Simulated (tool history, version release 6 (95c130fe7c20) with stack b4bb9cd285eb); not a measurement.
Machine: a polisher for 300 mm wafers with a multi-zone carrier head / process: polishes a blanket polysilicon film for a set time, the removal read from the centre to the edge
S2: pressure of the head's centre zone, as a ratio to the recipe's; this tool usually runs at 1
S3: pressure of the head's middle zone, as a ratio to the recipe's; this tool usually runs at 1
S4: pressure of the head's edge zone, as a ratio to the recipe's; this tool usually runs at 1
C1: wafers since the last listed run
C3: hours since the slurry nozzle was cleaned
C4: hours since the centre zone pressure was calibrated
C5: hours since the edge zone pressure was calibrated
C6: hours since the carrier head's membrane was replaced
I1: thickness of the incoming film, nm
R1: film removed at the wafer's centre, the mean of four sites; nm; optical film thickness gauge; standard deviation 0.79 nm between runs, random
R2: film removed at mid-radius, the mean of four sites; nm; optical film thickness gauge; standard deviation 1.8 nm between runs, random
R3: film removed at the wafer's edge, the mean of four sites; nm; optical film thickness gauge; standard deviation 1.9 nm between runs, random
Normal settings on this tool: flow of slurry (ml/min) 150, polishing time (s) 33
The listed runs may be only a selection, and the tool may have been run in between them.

Run 1, hour 0: usual settings but S2 1.07; C1 0; wafers polished on this pad 1215; C3 98.5; C4 1229.4; C5 191.2; C6 105.2; I1 1922.4. Result: R1 137.4 nm, R2 130.3 nm, R3 127.6 nm.
Run 2, hour 29.3: usual settings but S2 1.07; C1 220; wafers polished on this pad 1435; C3 127.8; C4 1258.7; C5 220.5; C6 134.5; I1 1915.3. Result: R1 138.7 nm, R2 130 nm, R3 132.5 nm.
Run 3, hour 44: usual settings but S4 0.9; C1 110; wafers polished on this pad 1546; C3 142.5; C4 1273.4; C5 235.2; C6 149.2; I1 1968.7. Result: R1 130.4 nm, R2 131.3 nm, R3 121.9 nm.
Run 4, hour 68.5: usual settings but S2 1.07; C1 184; wafers polished on this pad 1730; C3 167; C4 1297.9; C5 259.7; C6 173.7; I1 1929.6. Result: R1 137.2 nm, R2 126.2 nm, R3 127.3 nm.
At hour 79.4: worn pad replaced by a new one.
Run 5, hour 94.9: usual settings but flow of slurry (ml/min) 115, S2 1.04, polishing time (s) 29; C1 168; wafers polished on this pad 116; C3 193.4; C4 1324.3; C5 286.1; C6 200.1; I1 1936.9. Result: R1 111.9 nm, R2 105.6 nm, R3 107.1 nm.
Run 6, hour 127.9: usual settings but S2 0.93, S3 0.96, S4 0.93, polishing time (s) 41; C1 248; wafers polished on this pad 364; C3 226.4; C4 1357.3; C5 319.1; C6 233.1; I1 1920.6. Result: R1 152.8 nm, R2 155.6 nm, R3 154.7 nm.
Run 7, hour 161.6: usual settings; C1 253; wafers polished on this pad 618; C3 260.1; C4 1391; C5 352.8; C6 266.8; I1 1943.7. Result: R1 129.9 nm, R2 128 nm, R3 130 nm.
Run 8, hour 190.6: usual settings but flow of slurry (ml/min) 185, S2 0.93, S3 1.1, polishing time (s) 40; C1 218; wafers polished on this pad 836; C3 289.1; C4 1420; C5 381.8; C6 295.8; I1 1937.6. Result: R1 154.1 nm, R2 174.2 nm, R3 157.4 nm.
Run 9, hour 224.4: usual settings; C1 254; wafers polished on this pad 1090; C3 322.9; C4 1453.8; C5 415.6; C6 329.6; I1 1950. Result: R1 130.1 nm, R2 131 nm, R3 128.4 nm.
Run 10, hour 255.1: usual settings; C1 230; wafers polished on this pad 1321; C3 353.6; C4 1484.5; C5 446.3; C6 360.3; I1 1922.9. Result: R1 129.3 nm, R2 132 nm, R3 130.9 nm.
Run 11, hour 285.6: usual settings but S2 1.06, S4 0.97; C1 229; wafers polished on this pad 1550; C3 384.1; C4 1515; C5 476.8; C6 390.8; I1 1920.3. Result: R1 138.2 nm, R2 127.8 nm, R3 129.2 nm.
At hour 299.3: worn pad replaced by a new one.
At hour 305.7: centre zone pressure recalibrated.
Run 12, hour 320.7: usual settings but S3 0.92, S4 1.07, polishing time (s) 26; C1 218; wafers polished on this pad 145; C3 419.2; C4 15; C5 511.9; C6 425.9; I1 1920.4. Result: R1 101.6 nm, R2 96.2 nm, R3 104.5 nm.
At hour 339.1: edge zone pressure recalibrated.
Run 13, hour 346.1: usual settings; C1 175; wafers polished on this pad 321; C3 444.6; C4 40.4; C5 7; C6 451.3; I1 1944.4. Result: R1 129.9 nm, R2 128.9 nm, R3 130.7 nm.
Run 14, hour 379.4: usual settings; C1 250; wafers polished on this pad 572; C3 477.9; C4 73.7; C5 40.3; C6 484.6; I1 1941.3. Result: R1 130.6 nm, R2 128 nm, R3 129 nm.
Run 15, hour 405.8: usual settings; C1 198; wafers polished on this pad 770; C3 504.3; C4 100.1; C5 66.7; C6 511; I1 1939.4. Result: R1 131.8 nm, R2 128.8 nm, R3 130.6 nm.
Run 16, hour 427.5: usual settings but flow of slurry (ml/min) 115, S4 1.03; C1 163; wafers polished on this pad 933; C3 526; C4 121.8; C5 88.4; C6 532.7; I1 1970.4. Result: R1 122.3 nm, R2 120.5 nm, R3 125.7 nm.
Run 17, hour 442.8: usual settings but S2 0.93, S3 1.09, S4 1.04, polishing time (s) 22; C1 115; wafers polished on this pad 1048; C3 541.3; C4 137.1; C5 103.7; C6 548; I1 1958.3. Result: R1 81 nm, R2 93 nm, R3 87 nm.
Run 18, hour 478.5: usual settings but flow of slurry (ml/min) 175, S2 1.07, S4 0.92, polishing time (s) 30; C1 268; wafers polished on this pad 1317; C3 577; C4 172.8; C5 139.4; C6 583.7; I1 1960.8. Result: R1 129.9 nm, R2 121.1 nm, R3 113.1 nm.
At hour 497.9: worn pad replaced by a new one.
Run 19, hour 512.3: usual settings but S3 1.05; C1 224; wafers polished on this pad 108; C3 610.8; C4 206.6; C5 173.2; C6 617.5; I1 1958.8. Result: R1 130.1 nm, R2 133.5 nm, R3 130.8 nm.
Run 20, hour 540.8: usual settings but S4 1.1; C1 214; wafers polished on this pad 322; C3 639.3; C4 235.1; C5 201.7; C6 646; I1 1930.4. Result: R1 128.9 nm, R2 126.8 nm, R3 135.7 nm.
Run 21, hour 559.9: usual settings but S2 0.92, S3 1.1, S4 0.9, polishing time (s) 39; C1 143; wafers polished on this pad 466; C3 658.4; C4 254.2; C5 220.8; C6 665.1; I1 1939.8. Result: R1 143.4 nm, R2 160.2 nm, R3 149.2 nm.

What will run 22 give?
Run 22, hour 585.4: usual settings; C1 191; wafers polished on this pad 657; C3 683.9; C4 279.7; C5 246.3; C6 690.6; I1 1912.3. Result: R1 ?, R2 ?, R3 ?.

R1: 129.8 nm
R2: 128.7 nm
R3: 129.2 nm
Take away the tool's hidden state, keep the run-to-run variation as it was, and the same run would have given R1 129.8 nm, R2 128.7 nm, R3 129.2 nm.
